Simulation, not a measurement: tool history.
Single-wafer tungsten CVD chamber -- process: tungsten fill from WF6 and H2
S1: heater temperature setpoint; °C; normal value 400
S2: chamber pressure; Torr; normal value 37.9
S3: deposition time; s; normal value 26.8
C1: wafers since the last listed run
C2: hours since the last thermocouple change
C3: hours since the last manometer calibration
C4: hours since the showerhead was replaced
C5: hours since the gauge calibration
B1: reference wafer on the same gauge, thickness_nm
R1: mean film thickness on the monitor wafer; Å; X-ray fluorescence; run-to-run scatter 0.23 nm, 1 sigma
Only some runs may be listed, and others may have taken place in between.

run	hour	S1	S2	S3	C1	C2	C3	C4	C5	B1	R1
1	0.0	394	37.9	26.8	0	826.0	1345.1	6805.7	183.0	78.038	830.06
2	12.2	400	37.9	26.8	398	838.2	1357.3	6817.9	195.2	78.025	919.95
3	25.6	400	37.9	26.8	437	851.6	1370.7	6831.3	208.6	78.154	919.56
4	60.6	400	37.9	26.8	1143	886.6	1405.7	6866.3	243.6	78.001	926.61
5	76.1	400	37.9	26.8	506	902.1	1421.2	6881.8	259.1	78.065	922.42
6	87.0	400	37.9	26.8	356	913.0	1432.1	6892.7	270.0	78.119	925.83
7	102.1	400	33.5	26.8	493	928.1	1447.2	6907.8	285.1	78.059	885.46
8	111.4	400	33.5	26.8	303	937.4	1456.5	6917.1	294.4	78.084	878.55
# hour 162.8: capacitance manometer re-zeroed and calibrated
9	163.3	400	33.5	26.8	1433	989.3	0.5	6969.0	346.3	78.060	881.12
10	172.2	395	37.9	26.8	290	998.2	9.4	6977.9	355.2	78.082	856.76
# hour 180.2: gauge calibrated
11	186.4	395	37.9	26.8	463	1012.4	23.6	6992.1	6.2	78.082	852.23
12	215.1	407	37.9	26.8	937	1041.1	52.3	7020.8	34.9	78.209	1037.21
# hour 240.8: showerhead replaced
13	251.2	407	37.9	26.8	917	1077.2	88.4	10.4	71.0	78.103	1035.48
# hour 264.0: thermocouple changed; heater temperature recalibrated
14	264.5	407	37.9	26.8	173	0.5	101.7	23.7	84.3	78.144	992.77
15	276.7	411	29.2	30.3	398	12.7	113.9	35.9	96.5	78.121	1088.74
16	287.6	414	32.8	26.8	356	23.6	124.8	46.8	107.4	78.101	1047.36
17	293.9	400	37.9	24.1	205	29.9	131.1	53.1	113.7	78.118	805.20
18	335.3	389	29.1	23.9	1352	71.3	172.5	94.5	155.1	78.200	600.82
19	349.4	414	32.8	26.8	460	85.4	186.6	108.6	169.2	78.067	1050.76
20	366.0	400	29.5	28.8	542	102.0	203.2	125.2	185.8	78.136	880.96
21	376.7	385	46.1	31.0	349	112.7	213.9	135.9	196.5	78.078	862.57
22	387.9	415	32.5	24.1	365	123.9	225.1	147.1	207.7	78.114	954.27
23	403.5	400	40.8	21.8	509	139.5	240.7	162.7	223.3	78.093	748.35
24	420.1	393	31.1	30.5	542	156.1	257.3	179.3	239.9	78.089	848.01
25	427.0	389	35.1	29.1	225	163.0	264.2	186.2	246.8	78.109	790.05
26	441.1	411	29.2	30.3	460	177.1	278.3	200.3	260.9	78.096	1090.10
27	447.4	388	40.6	26.8	205	183.4	284.6	206.6	267.2	78.123	752.97
28	462.3	400	47.3	26.8	486	198.3	299.5	221.5	282.1	78.124	975.00
29	471.1	400	37.9	26.8	287	207.1	308.3	230.3	290.9	78.096	894.20
30	486.5	410	31.5	22.3	503	222.5	323.7	245.7	306.3	78.067	816.74
31	502.9	410	31.7	21.5	535	238.9	340.1	262.1	322.7	78.123	787.32
32	510.1	390	43.3	23.3	235	246.1	347.3	269.3	329.9	78.087	697.17
33	520.8	400	37.9	26.8	349	256.8	358.0	280.0	340.6	78.049	898.88
# hour 525.9: gauge calibrated
34	536.0	394	41.4	26.8	496	272.0	373.2	295.2	10.1	78.016	842.80

For each entry between runs, how does the tool's hidden state at the last listed run before it compare with that at the first listed run after it?
Between runs 8 and 9: capacitance manometer re-zeroed and calibrated (hour 162.8)
  wafer temperature above the value expected at the setpoint (K): 1.87 -> 1.99
  measured result minus the result with no hidden state, R1: +25.33 -> +27.13 Å
Between runs 10 and 11: gauge calibrated (hour 180.2)
  wafer temperature above the value expected at the setpoint (K): 2.02 -> 2.05
  measured result minus the result with no hidden state, R1: +28.01 -> +28.35 Å
Between runs 12 and 13: showerhead replaced (hour 240.8)
  wafer temperature above the value expected at the setpoint (K): 2.12 -> 2.21
  measured result minus the result with no hidden state, R1: +33.36 -> +34.68 Å
Between runs 13 and 14: thermocouple changed; heater temperature recalibrated (hour 264.0)
  wafer temperature above the value expected at the setpoint (K): 2.21 -> -0.506
  measured result minus the result with no hidden state, R1: +34.68 -> -7.79 Å
Between runs 33 and 34: gauge calibrated (hour 525.9)
  wafer temperature above the value expected at the setpoint (K): 0.131 -> 0.168
  measured result minus the result with no hidden state, R1: +1.84 -> +2.35 Å

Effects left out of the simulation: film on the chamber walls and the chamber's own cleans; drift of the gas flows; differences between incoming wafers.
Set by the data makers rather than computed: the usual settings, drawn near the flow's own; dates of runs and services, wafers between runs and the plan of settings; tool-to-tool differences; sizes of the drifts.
